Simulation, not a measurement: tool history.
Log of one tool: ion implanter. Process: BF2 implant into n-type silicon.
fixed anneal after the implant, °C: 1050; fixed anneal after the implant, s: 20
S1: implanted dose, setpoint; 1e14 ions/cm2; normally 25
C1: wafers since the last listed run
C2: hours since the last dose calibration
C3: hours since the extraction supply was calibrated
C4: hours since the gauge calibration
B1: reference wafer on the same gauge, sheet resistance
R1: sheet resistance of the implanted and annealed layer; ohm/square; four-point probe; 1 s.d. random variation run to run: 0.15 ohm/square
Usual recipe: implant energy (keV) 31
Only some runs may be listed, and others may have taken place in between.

{"run": 1, "hour": 0.0, "S1": 20.84, "implant energy (keV)": 31, "C1": 0, "C2": 104.8, "C3": 4200.2, "C4": 600.5, "B1": 107.99, "R1": 103.27}
{"run": 2, "hour": 27.9, "S1": 20.84, "implant energy (keV)": 31, "C1": 783, "C2": 132.7, "C3": 4228.1, "C4": 628.4, "B1": 107.97, "R1": 103.28}
{"run": 3, "hour": 56.7, "S1": 20.84, "implant energy (keV)": 31, "C1": 809, "C2": 161.5, "C3": 4256.9, "C4": 657.2, "B1": 108.02, "R1": 103.22}
{"run": 4, "hour": 87.4, "S1": 25, "implant energy (keV)": 26.5, "C1": 862, "C2": 192.2, "C3": 4287.6, "C4": 687.9, "B1": 107.97, "R1": 106.05}
{"run": 5, "hour": 100.7, "S1": 25, "implant energy (keV)": 26.5, "C1": 373, "C2": 205.5, "C3": 4300.9, "C4": 701.2, "B1": 108.05, "R1": 106.08}
{"run": 6, "hour": 155.6, "S1": 25, "implant energy (keV)": 31, "C1": 1542, "C2": 260.4, "C3": 4355.8, "C4": 756.1, "B1": 108.05, "R1": 100.57}
{"run": 7, "hour": 184.2, "S1": 25, "implant energy (keV)": 31, "C1": 803, "C2": 289, "C3": 4384.4, "C4": 784.7, "B1": 107.98, "R1": 100.2}
{"run": 8, "hour": 200.0, "S1": 25, "implant energy (keV)": 31, "C1": 443, "C2": 304.8, "C3": 4400.2, "C4": 800.5, "B1": 108.07, "R1": 100.13}
{"run": 9, "hour": 238.0, "S1": 25, "implant energy (keV)": 31, "C1": 1067, "C2": 342.8, "C3": 4438.2, "C4": 838.5, "B1": 108.04, "R1": 100.42}
{"run": 10, "hour": 272.9, "S1": 25, "implant energy (keV)": 31, "C1": 980, "C2": 377.7, "C3": 4473.1, "C4": 873.4, "B1": 108.02, "R1": 100.5}
{"run": 11, "hour": 295.8, "S1": 30.84, "implant energy (keV)": 31, "C1": 643, "C2": 400.6, "C3": 4496, "C4": 896.3, "B1": 108.03, "R1": 98.03}
{"run": 12, "hour": 309.9, "S1": 30.84, "implant energy (keV)": 31, "C1": 396, "C2": 414.7, "C3": 4510.1, "C4": 910.4, "B1": 108.03, "R1": 97.86}
{"run": 13, "hour": 328.1, "S1": 25, "implant energy (keV)": 24, "C1": 511, "C2": 432.9, "C3": 4528.3, "C4": 928.6, "B1": 107.98, "R1": 110.26}
{"run": 14, "hour": 360.2, "S1": 25, "implant energy (keV)": 24, "C1": 901, "C2": 465, "C3": 4560.4, "C4": 960.7, "B1": 107.99, "R1": 110.09}
{"hour": 374.9, "done": "gauge calibrated"}
{"hour": 388.6, "done": "extraction supply calibrated"}
{"run": 15, "hour": 389.1, "S1": 25, "implant energy (keV)": 24, "C1": 587, "C2": 493.9, "C3": 0.5, "C4": 14.2, "B1": 108.01, "R1": 110.15}
{"run": 16, "hour": 484.3, "S1": 25, "implant energy (keV)": 31, "C1": 2674, "C2": 589.1, "C3": 95.7, "C4": 109.4, "B1": 108.03, "R1": 100.79}
{"run": 17, "hour": 507.0, "S1": 28.6, "implant energy (keV)": 34, "C1": 637, "C2": 611.8, "C3": 118.4, "C4": 132.1, "B1": 108, "R1": 95.25}
{"run": 18, "hour": 539.7, "S1": 27.72, "implant energy (keV)": 39.5, "C1": 918, "C2": 644.5, "C3": 151.1, "C4": 164.8, "B1": 107.93, "R1": 89.77}
{"run": 19, "hour": 561.6, "S1": 21.13, "implant energy (keV)": 20, "C1": 615, "C2": 666.4, "C3": 173, "C4": 186.7, "B1": 107.94, "R1": 120.42}
{"run": 20, "hour": 578.4, "S1": 25, "implant energy (keV)": 31, "C1": 472, "C2": 683.2, "C3": 189.8, "C4": 203.5, "B1": 108, "R1": 100.3}
{"run": 21, "hour": 613.3, "S1": 25, "implant energy (keV)": 31, "C1": 980, "C2": 718.1, "C3": 224.7, "C4": 238.4, "B1": 107.97, "R1": 100.63}
{"hour": 652.9, "done": "Faraday cup replaced and dose calibrated"}
{"run": 22, "hour": 653.4, "S1": 18.39, "implant energy (keV)": 35.5, "C1": 901, "C2": 0.5, "C3": 264.8, "C4": 278.5, "B1": 108.08, "R1": 101.66}
{"run": 23, "hour": 718.3, "S1": 20.56, "implant energy (keV)": 24.5, "C1": 1823, "C2": 65.4, "C3": 329.7, "C4": 343.4, "B1": 107.98, "R1": 112.23}
{"run": 24, "hour": 767.7, "S1": 25, "implant energy (keV)": 22.5, "C1": 1388, "C2": 114.8, "C3": 379.1, "C4": 392.8, "B1": 108.03, "R1": 112.36}
{"run": 25, "hour": 822.4, "S1": 30.6, "implant energy (keV)": 34, "C1": 1536, "C2": 169.5, "C3": 433.8, "C4": 447.5, "B1": 107.96, "R1": 94.27}
{"run": 26, "hour": 855.9, "S1": 22.7, "implant energy (keV)": 38, "C1": 941, "C2": 203, "C3": 467.3, "C4": 481, "B1": 108.03, "R1": 93.85}
{"run": 27, "hour": 869.1, "S1": 25, "implant energy (keV)": 36.5, "C1": 370, "C2": 216.2, "C3": 480.5, "C4": 494.2, "B1": 108, "R1": 93.92}
{"run": 28, "hour": 888.7, "S1": 22.7, "implant energy (keV)": 38, "C1": 550, "C2": 235.8, "C3": 500.1, "C4": 513.8, "B1": 108.06, "R1": 94.28}
{"run": 29, "hour": 922.6, "S1": 32.33, "implant energy (keV)": 31, "C1": 952, "C2": 269.7, "C3": 534, "C4": 547.7, "B1": 107.92, "R1": 97.25}
{"run": 30, "hour": 949.5, "S1": 18.58, "implant energy (keV)": 31, "C1": 755, "C2": 296.6, "C3": 560.9, "C4": 574.6, "B1": 108.03, "R1": 106.36}
{"run": 31, "hour": 980.6, "S1": 25, "implant energy (keV)": 26.5, "C1": 873, "C2": 327.7, "C3": 592, "C4": 605.7, "B1": 108.06, "R1": 106.41}
{"run": 32, "hour": 995.3, "S1": 19.82, "implant energy (keV)": 22.5, "C1": 413, "C2": 342.4, "C3": 606.7, "C4": 620.4, "B1": 108.06, "R1": 117.18}

Here are 3 independent what-if runs from the current tool condition. What would each one return?
{"run": "A", "hour": 995.7, "S1": 22.52, "implant energy (keV)": 31, "C1": 11, "C2": 342.8, "C3": 607.1, "C4": 620.8, "B1": "?", "R1": "?"}
{"run": "B", "hour": 995.7, "S1": 31.86, "implant energy (keV)": 24.5, "C1": 11, "C2": 342.8, "C3": 607.1, "C4": 620.8, "B1": "?", "R1": "?"}
{"run": "C", "hour": 995.7, "S1": 25, "implant energy (keV)": 35, "C1": 11, "C2": 342.8, "C3": 607.1, "C4": 620.8, "B1": "?", "R1": "?"}

run=A B1=108.05 R1=101.85
run=B B1=108.05 R1=106.36
run=C B1=108.05 R1=95.47
Without the tool's unlogged condition, the same runs would have read:
run=A R1=101.4
run=B R1=106.12
run=C R1=95.09
